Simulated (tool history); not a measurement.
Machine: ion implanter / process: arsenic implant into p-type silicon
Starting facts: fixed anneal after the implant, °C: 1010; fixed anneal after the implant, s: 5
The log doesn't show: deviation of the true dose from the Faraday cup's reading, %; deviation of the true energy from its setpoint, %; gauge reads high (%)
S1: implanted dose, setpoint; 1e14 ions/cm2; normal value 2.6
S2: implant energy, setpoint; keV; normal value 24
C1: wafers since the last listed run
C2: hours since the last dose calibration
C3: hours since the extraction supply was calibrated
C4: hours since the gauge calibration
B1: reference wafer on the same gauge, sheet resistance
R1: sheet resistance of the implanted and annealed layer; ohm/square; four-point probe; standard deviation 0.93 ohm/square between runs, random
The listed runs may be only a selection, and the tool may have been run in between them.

run	day	S1	S2	C1	C2	C3	C4	B1	R1
1	0	2.6	30	0	1324.4	4982.7	503.4	379.08	360
2	1.388	2.6	24	1031	1357.7	5016	536.7	379.12	372.13
3	3.125	2.6	24	1291	1399.4	5057.7	578.4	379.25	371.66
4	5.279	2.6	24	1601	1451.1	5109.4	630.1	378.85	371.28
5	6.529	2.6	24	929	1481.1	5139.4	660.1	379.28	371.89
6	9.188	2.6	24	1976	1544.9	5203.2	723.9	379.24	371.3
7	11.229	2.6	24	1518	1593.9	5252.2	772.9	378.71	369.67
8	13.746	2.6	24	1871	1654.3	5312.6	833.3	378.83	372.87
9	14.992	2.6	19.5	926	1684.2	5342.5	863.2	379.25	383.45
10	17.238	2.6	19.5	1669	1738.1	5396.4	917.1	379.19	383.64
11	19.35	2.6	24	1570	1788.8	5447.1	967.8	379.26	371.38
12	22.262	2.21	24	2165	1858.7	5517	1037.7	379.02	418.11
# day 22.962: Faraday cup replaced and dose calibrated
13	24.55	2.21	24	1452	38.1	5571.9	1092.6	379.36	428.41
14	25.912	2.21	24	1013	70.8	5604.6	1125.3	378.79	428.99
# day 26.179: gauge calibrated
15	28.867	2.92	24	2196	141.7	5675.5	64.5	379.08	348.39
16	31.617	2.92	24	2044	207.7	5741.5	130.5	378.84	348.32
17	34.208	2.04	24	1927	269.9	5803.7	192.7	378.97	451.15
# day 35.008: extraction supply calibrated
18	35.746	2.85	18.5	895	306.8	17.7	229.6	378.91	365.83
19	37.054	3.09	26.5	972	338.2	49.1	261	379.03	329.06
20	38.767	2.26	30.5	1273	379.3	90.2	302.1	378.64	403.35
21	40.683	3.28	24	1425	425.3	136.2	348.1	378.65	316.94
22	42.838	2.99	29	1601	477	187.9	399.8	379.24	329.67

Forecast run 23:
23	45.333	2.6	21	1855	536.9	247.8	459.7	?	?

{"run 23": {"B1": 379.36, "R1": 383.23}}
Without the tool's hidden state the same run would have given R1 387.71 ohm/square.
